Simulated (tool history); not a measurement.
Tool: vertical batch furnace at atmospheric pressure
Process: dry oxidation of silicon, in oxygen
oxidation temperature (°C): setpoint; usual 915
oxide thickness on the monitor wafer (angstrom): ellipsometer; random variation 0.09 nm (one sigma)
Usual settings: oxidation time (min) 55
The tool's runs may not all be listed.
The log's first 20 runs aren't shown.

| run | day | oxidation temperature (°C) | oxidation time (min) | wafers since the last listed run | hours since the last temperature calibration | hours since the boat lift was adjusted | hours since the gauge calibration | read-back reference wafer on the same gauge, thickness | oxide thickness on the monitor wafer (angstrom) |
|---|---|---|---|---|---|---|---|---|---|
| 21 | 9.308 | 921 | 43.5 | 134 | 5102.1 | 2790 | 59.6 | 58.58 | 576.3 |
|  | 10.504 | thermocouples replaced and temperature profile calibrated |
| 22 | 10.525 | 907 | 30 | 105 | 0.5 | 2819.2 | 88.8 | 58.56 | 510.1 |
| 23 | 10.688 | 915 | 55 | 79 | 4.4 | 2823.1 | 92.7 | 58.56 | 599.4 |
| 24 | 11.212 | 915 | 55 | 256 | 17 | 2835.7 | 105.3 | 58.54 | 599 |
| 25 | 13.217 | 915 | 66 | 979 | 65.1 | 2883.8 | 153.4 | 58.45 | 632.9 |
|  | 14.433 | boat lift adjusted |
| 26 | 14.454 | 915 | 55 | 116 | 94.8 | 0.5 | 183.1 | 58.46 | 599 |
| 27 | 14.617 | 892 | 63 | 79 | 98.7 | 4.4 | 187 | 58.44 | 567.9 |
| 28 | 14.779 | 893 | 28 | 79 | 102.6 | 8.3 | 190.9 | 58.42 | 486.5 |
| 29 | 15.158 | 895 | 77 | 185 | 111.7 | 17.4 | 200 | 58.39 | 606.5 |
| 30 | 15.554 | 936 | 70.5 | 193 | 121.2 | 26.9 | 209.5 | 58.43 | 709.6 |
| 31 | 15.862 | 915 | 55 | 150 | 128.6 | 34.3 | 216.9 | 58.39 | 599.4 |
| 32 | 16.129 | 928 | 55 | 130 | 135 | 40.7 | 223.3 | 58.41 | 630.6 |

The next listed run, before its measurement:
| 33 | 16.712 | 893 | 33 | 285 | 149 | 54.7 | 237.3 | ? | ? |

Run 33 gave read-back reference wafer on the same gauge, thickness 58.38, oxide thickness on the monitor wafer (angstrom) 497.3.
Without the tool's hidden state the same run would have given oxide thickness on the monitor wafer (angstrom) 500.
